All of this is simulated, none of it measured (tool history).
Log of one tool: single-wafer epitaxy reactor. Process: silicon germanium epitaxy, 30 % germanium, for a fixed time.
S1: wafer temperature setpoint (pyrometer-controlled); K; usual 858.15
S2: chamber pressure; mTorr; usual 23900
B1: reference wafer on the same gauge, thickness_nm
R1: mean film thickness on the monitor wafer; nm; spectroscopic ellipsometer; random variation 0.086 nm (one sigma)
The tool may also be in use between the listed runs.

{"run": 1, "day": 0.0, "S1": 869.15, "S2": 23900, "B1": 53.228, "R1": 64.691}
{"run": 2, "day": 0.546, "S1": 869.15, "S2": 23900, "B1": 53.184, "R1": 64.665}
{"day": 0.6, "done": "gauge calibrated"}
{"run": 3, "day": 1.196, "S1": 869.15, "S2": 23900, "B1": 53.176, "R1": 64.957}
{"run": 4, "day": 1.508, "S1": 858.15, "S2": 23900, "B1": 53.207, "R1": 51.48}
{"run": 5, "day": 1.783, "S1": 867.15, "S2": 25400, "B1": 53.223, "R1": 64.336}
{"run": 6, "day": 2.158, "S1": 867.15, "S2": 25400, "B1": 53.203, "R1": 64.359}
{"day": 2.983, "done": "showerhead replaced, of another model than before"}
{"day": 3.304, "done": "pyrometer calibrated"}
{"run": 7, "day": 3.325, "S1": 867.15, "S2": 25400, "B1": 53.195, "R1": 59.458}
{"day": 3.738, "done": "capacitance manometer re-zeroed and calibrated"}
{"run": 8, "day": 3.758, "S1": 868.15, "S2": 22100, "B1": 53.183, "R1": 57.382}
{"run": 9, "day": 3.771, "S1": 858.15, "S2": 23900, "B1": 53.174, "R1": 48.015}
{"run": 10, "day": 4.175, "S1": 869.15, "S2": 23900, "B1": 53.193, "R1": 60.563}
{"run": 11, "day": 4.708, "S1": 858.15, "S2": 23900, "B1": 53.182, "R1": 47.824}
{"run": 12, "day": 5.225, "S1": 849.15, "S2": 28400, "B1": 53.184, "R1": 42.042}
{"run": 13, "day": 5.554, "S1": 858.15, "S2": 23900, "B1": 53.201, "R1": 47.833}
{"day": 5.875, "done": "gauge calibrated"}
{"run": 14, "day": 5.933, "S1": 871.15, "S2": 19200, "B1": 53.195, "R1": 57.974}
{"run": 15, "day": 6.362, "S1": 858.15, "S2": 23900, "B1": 53.228, "R1": 47.875}
{"run": 16, "day": 6.979, "S1": 870.15, "S2": 28400, "B1": 53.144, "R1": 66.064}
{"run": 17, "day": 7.317, "S1": 858.15, "S2": 26200, "B1": 53.215, "R1": 49.427}
{"run": 18, "day": 7.996, "S1": 854.15, "S2": 29700, "B1": 53.194, "R1": 48.001}
{"run": 19, "day": 8.388, "S1": 858.15, "S2": 26600, "B1": 53.19, "R1": 49.888}

The tool's hidden state at each run:
true pressure above the setpoint (%): 0 in every run
gauge reads high (%): 0 in every run
H1: wafer temperature above the value expected at the setpoint (K)
run=1 H1=3.45
run=2 H1=3.5
run=3 H1=3.56
run=4 H1=3.59
run=5 H1=3.61
run=6 H1=3.64
run=7 H1=0.257
run=8 H1=0.257
run=9 H1=0.257
run=10 H1=0.258
run=11 H1=0.258
run=12 H1=0.259
run=13 H1=0.259
run=14 H1=0.26
run=15 H1=0.261
run=16 H1=0.263
run=17 H1=0.264
run=18 H1=0.266
run=19 H1=0.268
